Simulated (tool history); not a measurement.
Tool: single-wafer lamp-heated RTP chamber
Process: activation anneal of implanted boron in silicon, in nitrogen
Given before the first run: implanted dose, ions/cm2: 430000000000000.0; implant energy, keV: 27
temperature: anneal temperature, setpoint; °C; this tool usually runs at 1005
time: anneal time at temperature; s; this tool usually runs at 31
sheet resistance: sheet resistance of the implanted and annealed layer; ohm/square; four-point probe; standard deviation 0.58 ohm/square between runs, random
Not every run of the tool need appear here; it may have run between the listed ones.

run	day	temperature	time	wafers since the last listed run	wafers since the last pyrometer calibration	wafers since the reflector plate was cleaned	hours since the gauge calibration	read-back reference wafer on the same gauge, sheet resistance	sheet resistance
1	0.000	1018	31	0	1739	1739	1877.7	251.88	260.14
2	2.096	1018	31	673	2412	2412	1928.0	252.00	260.52
3	3.988	1005	24	607	3020	3020	1973.4	251.85	265.03
4	6.229	1005	31	719	3740	3740	2027.2	251.96	264.50
5	8.800	1005	31	825	4565	4565	2088.9	251.78	264.23
6	10.642	999	31	591	5157	5157	2133.1	251.97	267.01
7	12.854	999	31	710	5867	5867	2186.2	252.07	265.58
8	14.275	985	31	456	6323	6323	2220.3	252.11	274.69
9	15.775	985	31	481	6805	6805	2256.3	251.92	274.40
10	17.517	985	31	559	7364	7364	2298.1	252.03	274.72
# day 18.658: gauge calibrated
11	19.429	981	44	614	7978	7978	18.5	247.18	270.39
# day 20.404: pyrometer window cleaned and pyrometer calibrated
# day 21.212: reflector plate cleaned
12	21.321	1014	31	393	187	35	63.9	247.41	257.09
13	23.588	1005	21	727	915	763	118.3	247.89	260.18
14	25.004	1018	19	454	1370	1218	152.3	248.01	258.67
15	26.633	1016	19	523	1893	1741	191.4	248.19	258.47
16	29.125	997	39	800	2693	2541	251.2	248.44	262.39
17	31.300	1005	31	698	3391	3239	303.4	248.72	261.66
18	32.821	1005	31	488	3880	3728	339.9	248.74	260.21
19	35.112	994	39	735	4616	4464	394.9	249.17	264.34
20	36.538	983	36	457	5073	4921	429.1	249.25	271.15
21	38.883	1022	31	753	5827	5674	485.4	249.54	258.17
22	40.200	982	39	422	6249	6097	517.0	249.50	272.46
23	41.458	1016	15	404	6653	6501	547.2	249.54	260.99
# day 43.308: pyrometer window cleaned and pyrometer calibrated
24	44.358	977	37	824	336	7326	616.8	249.92	278.03
25	46.712	1005	24	755	1092	8082	673.3	250.02	263.10
26	48.296	986	17	508	1601	8590	711.3	250.22	276.53
27	49.683	982	40	445	2046	9036	744.6	250.20	273.08
# day 53.254: reflector plate cleaned
28	57.138	1005	31	2286	4333	1246	923.5	250.52	262.76
29	60.088	1030	19	947	5280	2194	994.3	250.80	259.19
30	62.254	1013	38	695	5976	2889	1046.3	250.79	260.59
31	64.533	1018	38	731	6708	3621	1101.0	250.97	259.34
32	66.792	1005	31	725	7433	4347	1155.2	250.86	263.84
33	68.300	994	15	484	7918	4831	1191.4	250.98	271.91
# day 69.867: pyrometer window cleaned and pyrometer calibrated
34	70.404	1017	26	568	172	5400	1241.9	250.92	260.91
35	73.167	1005	31	887	1059	6287	1308.2	250.92	263.38
36	75.175	1016	39	644	1704	6932	1356.4	251.31	260.21

Predict each of these 5 candidate next runs independently; none follows another, all start after run 36:
A	75.192	1005	31	5	1709	6937	1356.8	?	?
B	75.192	1028	37	5	1709	6937	1356.8	?	?
C	75.192	983	41	5	1709	6937	1356.8	?	?
D	75.192	1005	25	5	1709	6937	1356.8	?	?
E	75.192	1005	38	5	1709	6937	1356.8	?	?

run	read-back reference wafer on the same gauge, sheet resistance	sheet resistance
A	251.07	263.14
B	251.07	257.89
C	251.07	272.60
D	251.07	263.91
E	251.07	262.42
Stripped of hidden state, with their random variation kept, the same runs would have yielded:
run	sheet resistance
A	258.78
B	253.62
C	268.09
D	259.54
E	258.07

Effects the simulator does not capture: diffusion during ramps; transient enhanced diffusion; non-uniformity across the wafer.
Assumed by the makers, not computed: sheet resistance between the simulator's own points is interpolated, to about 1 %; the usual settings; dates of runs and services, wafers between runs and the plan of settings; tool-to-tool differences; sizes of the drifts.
